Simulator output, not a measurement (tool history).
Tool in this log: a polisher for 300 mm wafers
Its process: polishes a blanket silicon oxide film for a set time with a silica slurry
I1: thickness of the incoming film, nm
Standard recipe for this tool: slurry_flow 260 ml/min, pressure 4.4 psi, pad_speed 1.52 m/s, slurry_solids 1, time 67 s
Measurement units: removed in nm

run 1 hour=0 | slurry_flow=260 pressure=4.4 pad_speed=1.52 slurry_solids=1 time=67 | I1=1704.4 | removed=289.3
-- hour=6.3 conditioning disc replaced and pad reconditioned
run 2 hour=52.3 | slurry_flow=260 pressure=4.4 pad_speed=1.52 slurry_solids=1 time=67 | I1=1682.2 | removed=284
run 3 hour=108.6 | slurry_flow=260 pressure=4.4 pad_speed=1.2 slurry_solids=1 time=67 | I1=1740.4 | removed=237
run 4 hour=155.7 | slurry_flow=260 pressure=4.4 pad_speed=1.2 slurry_solids=1 time=67 | I1=1722.8 | removed=238.7
-- hour=174.8 slurry blender recalibrated
-- hour=228.3 worn pad replaced by a new one
run 5 hour=367.5 | slurry_flow=260 pressure=4.4 pad_speed=1.52 slurry_solids=1 time=67 | I1=1676.3 | removed=287.8
-- hour=378.6 slurry nozzle cleaned
run 6 hour=437.3 | slurry_flow=260 pressure=4.4 pad_speed=1.52 slurry_solids=1.1 time=67 | I1=1678.8 | removed=300.1
-- hour=467.5 slurry blender recalibrated
-- hour=486.3 worn pad replaced by a new one
run 7 hour=489.2 | slurry_flow=260 pressure=3.5 pad_speed=1.52 slurry_solids=1 time=67 | I1=1712.8 | removed=227.2
-- hour=515.9 head pressure recalibrated
run 8 hour=526.2 | slurry_flow=260 pressure=3.4 pad_speed=1.52 slurry_solids=1 time=67 | I1=1713.5 | removed=223.7
run 9 hour=553.2 | slurry_flow=260 pressure=3.4 pad_speed=1.52 slurry_solids=1 time=67 | I1=1693.8 | removed=221
-- hour=590 conditioning disc replaced and pad reconditioned
run 10 hour=596.5 | slurry_flow=260 pressure=4.4 pad_speed=1.1 slurry_solids=1 time=67 | I1=1706 | removed=224.2
run 11 hour=644.7 | slurry_flow=260 pressure=4.4 pad_speed=1.1 slurry_solids=1 time=67 | I1=1712.3 | removed=220.1
run 12 hour=682.1 | slurry_flow=300 pressure=4.4 pad_speed=1.52 slurry_solids=1 time=67 | I1=1723.5 | removed=295.2
-- hour=726.4 worn pad replaced by a new one
run 13 hour=733.4 | slurry_flow=260 pressure=5.2 pad_speed=1.02 slurry_solids=1.25 time=47 | I1=1680.4 | removed=186.7
-- hour=774.7 slurry blender recalibrated
run 14 hour=776.7 | slurry_flow=260 pressure=4.4 pad_speed=1.52 slurry_solids=1 time=67 | I1=1714 | removed=288.5
run 15 hour=819.3 | slurry_flow=260 pressure=4.9 pad_speed=1.52 slurry_solids=1 time=84 | I1=1695.8 | removed=404.2
run 16 hour=857.5 | slurry_flow=180 pressure=4.4 pad_speed=1.52 slurry_solids=1 time=67 | I1=1712 | removed=275.7
run 17 hour=900 | slurry_flow=260 pressure=4.4 pad_speed=1.52 slurry_solids=1 time=67 | I1=1700.5 | removed=286.2
run 18 hour=937.4 | slurry_flow=320 pressure=4.4 pad_speed=1.26 slurry_solids=1 time=67 | I1=1704.4 | removed=251.7
run 19 hour=984.5 | slurry_flow=195 pressure=4.4 pad_speed=1.52 slurry_solids=0.85 time=80 | I1=1712 | removed=313.4
-- hour=1016.6 worn pad replaced by a new one
run 20 hour=1020.2 | slurry_flow=260 pressure=4.4 pad_speed=1.52 slurry_solids=1 time=67 | I1=1692.9 | removed=290.9
-- hour=1045.2 slurry blender recalibrated
-- hour=1064.3 conditioning disc replaced and pad reconditioned
run 21 hour=1124.1 | slurry_flow=260 pressure=4.4 pad_speed=1.52 slurry_solids=0.85 time=67 | I1=1707.7 | removed=272.8
run 22 hour=1164.3 | slurry_flow=260 pressure=4.4 pad_speed=1.52 slurry_solids=1 time=67 | I1=1700.3 | removed=289
run 23 hour=1224.9 | slurry_flow=230 pressure=4.4 pad_speed=1.52 slurry_solids=0.8 time=47 | I1=1688.5 | removed=184.8
-- hour=1226.3 slurry nozzle cleaned
-- hour=1258.7 worn pad replaced by a new one
run 24 hour=1274.5 | slurry_flow=215 pressure=4.4 pad_speed=1.36 slurry_solids=1 time=84 | I1=1692.9 | removed=317.4

Consider 5 possible next runs. They are alternatives, not a sequence: every one starts from the tool as it was left by run 24. What does each give?
run A hour=1275 | slurry_flow=260 pressure=4.4 pad_speed=1.52 slurry_solids=1 time=67 | I1=1747.5 | removed=?
run B hour=1275 | slurry_flow=260 pressure=5.3 pad_speed=2.02 slurry_solids=1 time=67 | I1=1747.5 | removed=?
run C hour=1275 | slurry_flow=260 pressure=3.1 pad_speed=1.96 slurry_solids=1.25 time=45 | I1=1747.5 | removed=?
run D hour=1275 | slurry_flow=305 pressure=4.4 pad_speed=1.92 slurry_solids=1 time=67 | I1=1747.5 | removed=?
run E hour=1275 | slurry_flow=185 pressure=5.4 pad_speed=2.02 slurry_solids=1 time=85 | I1=1747.5 | removed=?

run=A removed=290.8
run=B removed=439.7
run=C removed=182.1
run=D removed=355.5
run=E removed=548.1
Without the tool's hidden state the same runs would have given:
run=A removed=290.8
run=B removed=439.7
run=C removed=182.1
run=D removed=355.5
run=E removed=548.1

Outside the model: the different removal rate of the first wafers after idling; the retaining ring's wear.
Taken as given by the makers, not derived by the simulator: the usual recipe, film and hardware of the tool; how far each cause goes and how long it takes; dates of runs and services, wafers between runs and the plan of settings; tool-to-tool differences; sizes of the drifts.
